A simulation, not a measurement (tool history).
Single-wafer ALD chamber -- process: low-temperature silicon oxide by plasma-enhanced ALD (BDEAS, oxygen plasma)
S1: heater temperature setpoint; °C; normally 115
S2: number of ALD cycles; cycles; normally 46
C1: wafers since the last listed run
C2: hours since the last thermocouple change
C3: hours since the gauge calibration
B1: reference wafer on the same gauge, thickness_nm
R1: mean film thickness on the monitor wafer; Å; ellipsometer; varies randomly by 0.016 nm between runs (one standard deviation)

Run 1, hour 0: usual settings; C1 0; C2 74.3; C3 244.9; B1 6.227. Result: R1 64.47 Å.
Run 2, hour 55.1: usual settings; C1 224; C2 129.4; C3 300; B1 6.229. Result: R1 64.68 Å.
Run 3, hour 263.2: usual settings; C1 849; C2 337.5; C3 508.1; B1 6.232. Result: R1 64.86 Å.
Run 4, hour 473.4: usual settings; C1 857; C2 547.7; C3 718.3; B1 6.23. Result: R1 64.65 Å.
Run 5, hour 526.7: usual settings but S1 105 °C; C1 217; C2 601; C3 771.6; B1 6.229. Result: R1 66.03 Å.
Run 6, hour 587: usual settings but S1 105 °C; C1 246; C2 661.3; C3 831.9; B1 6.231. Result: R1 65.82 Å.
Run 7, hour 635.3: usual settings but S1 105 °C; C1 197; C2 709.6; C3 880.2; B1 6.233. Result: R1 66.03 Å.
Run 8, hour 678.6: usual settings; C1 176; C2 752.9; C3 923.5; B1 6.228. Result: R1 64.8 Å.
Run 9, hour 744.5: usual settings; C1 268; C2 818.8; C3 989.4; B1 6.228. Result: R1 64.78 Å.
Run 10, hour 812.7: usual settings; C1 278; C2 887; C3 1057.6; B1 6.235. Result: R1 64.74 Å.
Run 11, hour 873.7: usual settings; C1 248; C2 948; C3 1118.6; B1 6.233. Result: R1 65.13 Å.
Run 12, hour 898.9: usual settings but S1 104 °C; C1 102; C2 973.2; C3 1143.8; B1 6.23. Result: R1 65.76 Å.
Run 13, hour 947.6: usual settings but S1 104 °C; C1 198; C2 1021.9; C3 1192.5; B1 6.228. Result: R1 65.91 Å.
Run 14, hour 997.6: usual settings but S1 104 °C; C1 204; C2 1071.9; C3 1242.5; B1 6.227. Result: R1 65.98 Å.
Run 15, hour 1062.4: usual settings; C1 264; C2 1136.7; C3 1307.3; B1 6.23. Result: R1 64.93 Å.
Run 16, hour 1091.1: usual settings; C1 117; C2 1165.4; C3 1336; B1 6.228. Result: R1 65.28 Å.
At hour 1142.6: gauge calibrated.
Run 17, hour 1146.6: usual settings; C1 226; C2 1220.9; C3 4; B1 6.232. Result: R1 64.85 Å.
Run 18, hour 1174.3: usual settings; C1 113; C2 1248.6; C3 31.7; B1 6.23. Result: R1 64.96 Å.
Run 19, hour 1209.1: usual settings; C1 142; C2 1283.4; C3 66.5; B1 6.231. Result: R1 65.02 Å.
Run 20, hour 1273.3: usual settings but S1 104 °C, S2 43 cycles; C1 261; C2 1347.6; C3 130.7; B1 6.231. Result: R1 62.07 Å.
Run 21, hour 1323.6: usual settings but S1 104 °C, S2 43 cycles; C1 205; C2 1397.9; C3 181; B1 6.229. Result: R1 61.66 Å.
Run 22, hour 1473.6: usual settings but S1 126 °C, S2 37 cycles; C1 612; C2 1547.9; C3 331; B1 6.231. Result: R1 51.44 Å.
Run 23, hour 1501.9: usual settings but S1 129 °C; C1 115; C2 1576.2; C3 359.3; B1 6.233. Result: R1 63.42 Å.
Run 24, hour 1571.1: usual settings but S1 121 °C, S2 50 cycles; C1 282; C2 1645.4; C3 428.5; B1 6.231. Result: R1 69.97 Å.
Run 25, hour 1597.6: usual settings but S1 119 °C, S2 49 cycles; C1 108; C2 1671.9; C3 455; B1 6.231. Result: R1 68.97 Å.
Run 26, hour 1651.2: usual settings; C1 218; C2 1725.5; C3 508.6; B1 6.228. Result: R1 65.26 Å.
Run 27, hour 1720.2: usual settings but S1 128 °C, S2 54 cycles; C1 281; C2 1794.5; C3 577.6; B1 6.228. Result: R1 74.54 Å.
Run 28, hour 1787.3: usual settings but S1 129 °C, S2 40 cycles; C1 273; C2 1861.6; C3 644.7; B1 6.231. Result: R1 55.25 Å.
Run 29, hour 1812.4: usual settings; C1 102; C2 1886.7; C3 669.8; B1 6.228. Result: R1 65.17 Å.
Run 30, hour 1855.5: usual settings but S1 119 °C, S2 42 cycles; C1 175; C2 1929.8; C3 712.9; B1 6.229. Result: R1 59 Å.
Run 31, hour 1889.7: usual settings but S1 108 °C, S2 44 cycles; C1 139; C2 1964; C3 747.1; B1 6.228. Result: R1 62.98 Å.
At hour 1915.2: thermocouple changed; heater temperature recalibrated.
Run 32, hour 1922: usual settings but S1 124 °C, S2 49 cycles; C1 99; C2 6.8; C3 779.4; B1 6.228. Result: R1 67.53 Å.
Run 33, hour 1978.2: usual settings but S1 103 °C, S2 55 cycles; C1 229; C2 63; C3 835.6; B1 6.235. Result: R1 78.47 Å.
Run 34, hour 2011.7: usual settings; C1 136; C2 96.5; C3 869.1; B1 6.226. Result: R1 64.51 Å.
Run 35, hour 2081: usual settings but S1 124 °C, S2 55 cycles; C1 282; C2 165.8; C3 938.4; B1 6.229. Result: R1 75.92 Å.
Run 36, hour 2117.3: usual settings but S1 128 °C, S2 53 cycles; C1 148; C2 202.1; C3 974.7; B1 6.228. Result: R1 72.68 Å.
Run 37, hour 2157.6: usual settings but S1 108 °C, S2 44 cycles; C1 164; C2 242.4; C3 1015; B1 6.229. Result: R1 62.54 Å.
Run 38, hour 2214.1: usual settings; C1 230; C2 298.9; C3 1071.5; B1 6.226. Result: R1 64.65 Å.
Run 39, hour 2241.4: usual settings but S1 120 °C, S2 55 cycles; C1 111; C2 326.2; C3 1098.8; B1 6.226. Result: R1 76.81 Å.
Run 40, hour 2310.9: usual settings but S1 121 °C, S2 55 cycles; C1 283; C2 395.7; C3 1168.3; B1 6.227. Result: R1 76.7 Å.
Run 41, hour 2377.1: usual settings; C1 270; C2 461.9; C3 1234.5; B1 6.227. Result: R1 64.48 Å.
Run 42, hour 2448.5: usual settings but S1 123 °C, S2 41 cycles; C1 291; C2 533.3; C3 1305.9; B1 6.23. Result: R1 56.76 Å.
Run 43, hour 2518.9: usual settings but S1 124 °C, S2 39 cycles; C1 287; C2 603.7; C3 1376.3; B1 6.228. Result: R1 54.01 Å.

Each row is a separate what-if for the run after 43, all from the same tool condition, not one after another. Results?
Run A, hour 2519.4: usual settings but S2 54 cycles; C1 2; C2 604.2; C3 1376.8; B1 ?. Result: R1 ?.
Run B, hour 2519.4: usual settings but S1 101 °C, S2 39 cycles; C1 2; C2 604.2; C3 1376.8; B1 ?. Result: R1 ?.
Run C, hour 2519.4: usual settings but S1 107 °C, S2 52 cycles; C1 2; C2 604.2; C3 1376.8; B1 ?. Result: R1 ?.

run     B1     R1
  A  6.232  76.07
  B  6.232  56.19
  C  6.232   74.2
With no hidden state in the tool, these same runs would have given:
run     R1
  A  75.98
  B  56.13
  C  74.13
